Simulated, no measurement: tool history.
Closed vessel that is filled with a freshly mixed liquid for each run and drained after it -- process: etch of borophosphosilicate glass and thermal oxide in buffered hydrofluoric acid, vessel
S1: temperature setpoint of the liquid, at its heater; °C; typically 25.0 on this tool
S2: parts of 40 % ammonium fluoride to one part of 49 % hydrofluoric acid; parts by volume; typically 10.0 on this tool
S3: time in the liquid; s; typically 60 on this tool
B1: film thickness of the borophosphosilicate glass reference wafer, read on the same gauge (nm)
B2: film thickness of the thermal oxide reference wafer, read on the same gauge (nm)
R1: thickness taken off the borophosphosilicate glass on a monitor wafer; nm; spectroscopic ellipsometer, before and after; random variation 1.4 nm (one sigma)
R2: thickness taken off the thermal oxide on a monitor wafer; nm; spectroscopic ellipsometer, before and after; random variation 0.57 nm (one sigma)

run 1 hour=0.0 | S1=25.0 S2=8.5 S3=60 | B1=79.95 B2=120.01 | R1=158.78 R2=73.54
run 2 hour=38.0 | S1=25.0 S2=7.5 S3=60 | B1=80.03 B2=120.00 | R1=183.20 R2=85.07
run 3 hour=104.9 | S1=25.0 S2=7.5 S3=60 | B1=80.00 B2=119.95 | R1=179.27 R2=84.57
-- hour=114.1 hydrofluoric acid flow meter replaced
run 4 hour=167.7 | S1=23.0 S2=10.0 S3=60 | B1=79.99 B2=119.98 | R1=123.38 R2=57.15
run 5 hour=228.5 | S1=23.0 S2=10.0 S3=60 | B1=79.98 B2=119.98 | R1=121.60 R2=57.16
run 6 hour=275.9 | S1=23.0 S2=10.0 S3=60 | B1=80.03 B2=120.01 | R1=122.44 R2=56.54
run 7 hour=316.4 | S1=27.5 S2=10.0 S3=60 | B1=80.01 B2=120.00 | R1=155.12 R2=72.16
run 8 hour=352.9 | S1=22.0 S2=10.0 S3=35 | B1=79.96 B2=119.97 | R1=66.73 R2=30.83
-- hour=361.6 gauge calibrated
run 9 hour=399.7 | S1=22.0 S2=10.0 S3=35 | B1=80.01 B2=120.02 | R1=65.94 R2=30.42
run 10 hour=458.5 | S1=25.0 S2=10.0 S3=75 | B1=79.98 B2=119.97 | R1=165.03 R2=78.39
-- hour=470.0 hydrofluoric acid flow meter replaced
run 11 hour=483.4 | S1=25.0 S2=10.0 S3=60 | B1=80.01 B2=119.98 | R1=130.58 R2=61.55
-- hour=525.5 thermometer replaced
run 12 hour=547.3 | S1=25.0 S2=10.0 S3=60 | B1=79.99 B2=120.02 | R1=150.19 R2=70.90
run 13 hour=603.7 | S1=27.0 S2=12.5 S3=75 | B1=80.00 B2=119.98 | R1=162.66 R2=77.88
run 14 hour=656.3 | S1=22.0 S2=10.0 S3=60 | B1=79.96 B2=120.03 | R1=125.52 R2=59.08
run 15 hour=719.1 | S1=29.0 S2=8.0 S3=80 | B1=80.04 B2=119.98 | R1=290.53 R2=137.38
run 16 hour=785.6 | S1=25.0 S2=10.0 S3=60 | B1=79.97 B2=120.01 | R1=145.21 R2=69.09
run 17 hour=853.2 | S1=28.5 S2=13.5 S3=40 | B1=79.98 B2=119.99 | R1=87.61 R2=40.80
-- hour=867.7 hydrofluoric acid flow meter replaced
run 18 hour=896.0 | S1=23.0 S2=8.5 S3=40 | B1=79.98 B2=119.98 | R1=97.77 R2=45.42
run 19 hour=944.7 | S1=28.5 S2=12.5 S3=85 | B1=80.01 B2=120.02 | R1=195.00 R2=91.89
run 20 hour=1026.1 | S1=25.0 S2=6.0 S3=85 | B1=79.95 B2=120.03 | R1=317.82 R2=149.54
run 21 hour=1057.5 | S1=25.0 S2=7.0 S3=60 | B1=80.01 B2=120.02 | R1=199.35 R2=92.10
-- hour=1070.2 gauge calibrated
run 22 hour=1196.6 | S1=28.5 S2=10.0 S3=60 | B1=80.04 B2=120.00 | R1=164.69 R2=77.41
run 23 hour=1230.6 | S1=22.5 S2=10.0 S3=40 | B1=79.99 B2=120.00 | R1=80.24 R2=37.28
-- hour=1294.5 hydrofluoric acid flow meter replaced
run 24 hour=1295.1 | S1=25.0 S2=10.0 S3=60 | B1=80.02 B2=120.04 | R1=137.60 R2=63.96
run 25 hour=1345.9 | S1=25.0 S2=10.0 S3=35 | B1=80.01 B2=119.99 | R1=77.25 R2=36.85

Consider 3 possible next runs. They are alternatives, not a sequence: every one starts from the tool as it was left by run 25. What does each give?
run A hour=1346.6 | S1=25.0 S2=10.0 S3=60 | B1=? B2=? | R1=? R2=?
run B hour=1346.6 | S1=25.0 S2=10.0 S3=90 | B1=? B2=? | R1=? R2=?
run C hour=1346.6 | S1=25.0 S2=10.0 S3=45 | B1=? B2=? | R1=? R2=?

run=A B1=79.98 B2=119.99 R1=135.45 R2=63.68
run=B B1=79.98 B2=119.99 R1=203.18 R2=95.52
run=C B1=79.98 B2=119.99 R1=101.59 R2=47.76
Take away the tool's hidden state, keep each run's random variation, and the runs would have read:
run=A R1=151.28 R2=71.21
run=B R1=226.92 R2=106.82
run=C R1=113.46 R2=53.41
